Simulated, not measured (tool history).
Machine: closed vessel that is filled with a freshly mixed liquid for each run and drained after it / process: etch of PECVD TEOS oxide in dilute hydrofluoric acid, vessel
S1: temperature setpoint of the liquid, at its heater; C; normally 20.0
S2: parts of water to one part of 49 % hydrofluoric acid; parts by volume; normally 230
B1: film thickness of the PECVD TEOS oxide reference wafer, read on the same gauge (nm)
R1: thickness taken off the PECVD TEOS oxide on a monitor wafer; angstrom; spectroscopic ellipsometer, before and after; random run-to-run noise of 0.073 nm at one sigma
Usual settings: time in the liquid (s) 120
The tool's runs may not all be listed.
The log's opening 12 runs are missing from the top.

Run 13, hour 535.8: usual settings; B1 99.97. Result: R1 69.5 angstrom.
Run 14, hour 585.5: usual settings but S2 295 parts by volume, time in the liquid (s) 170; B1 100.01. Result: R1 73.7 angstrom.
Run 15, hour 640.6: usual settings but S1 17.0 C, S2 285 parts by volume; B1 99.98. Result: R1 47.6 angstrom.
Run 16, hour 672.5: usual settings but S1 22.5 C, S2 325 parts by volume, time in the liquid (s) 100; B1 99.99. Result: R1 41.6 angstrom.
Run 17, hour 730.9: usual settings; B1 100.02. Result: R1 70.5 angstrom.
Run 18, hour 795.1: usual settings; B1 99.96. Result: R1 69.5 angstrom.
At hour 797.2: hydrofluoric acid flow meter replaced.
Run 19, hour 856.5: usual settings but S2 325 parts by volume, time in the liquid (s) 100; B1 100.01. Result: R1 37.5 angstrom.
At hour 913.0: thermometer replaced.
Run 20, hour 920.5: usual settings but S2 150 parts by volume, time in the liquid (s) 65; B1 100.02. Result: R1 65.9 angstrom.
Run 21, hour 975.4: usual settings but S1 24.0 C, S2 195 parts by volume, time in the liquid (s) 160; B1 100.02. Result: R1 139.5 angstrom.
Run 22, hour 1043.3: usual settings but S1 17.5 C, time in the liquid (s) 55; B1 100.00. Result: R1 30.4 angstrom.
Run 23, hour 1108.5: usual settings but S1 18.5 C, S2 300 parts by volume, time in the liquid (s) 145; B1 100.00. Result: R1 60.6 angstrom.
Run 24, hour 1144.7: usual settings but time in the liquid (s) 140; B1 100.03. Result: R1 87.1 angstrom.
Run 25, hour 1175.3: usual settings; B1 99.97. Result: R1 72.4 angstrom.
Run 26, hour 1243.0: usual settings; B1 100.03. Result: R1 73.1 angstrom.
Run 27, hour 1312.8: usual settings but S1 17.0 C, time in the liquid (s) 55; B1 99.98. Result: R1 29.6 angstrom.

Run 28, settings as shown, results not yet in. Your forecast:
Run 28, hour 1382.2: usual settings but S1 17.0 C; B1 ?. Result: R1 ?.

Run 28 yielded B1 100.01, R1 64.7 angstrom.
Take away the tool's hidden state, keep the run-to-run variation as it was, and the same run would have given R1 65.4 angstrom.
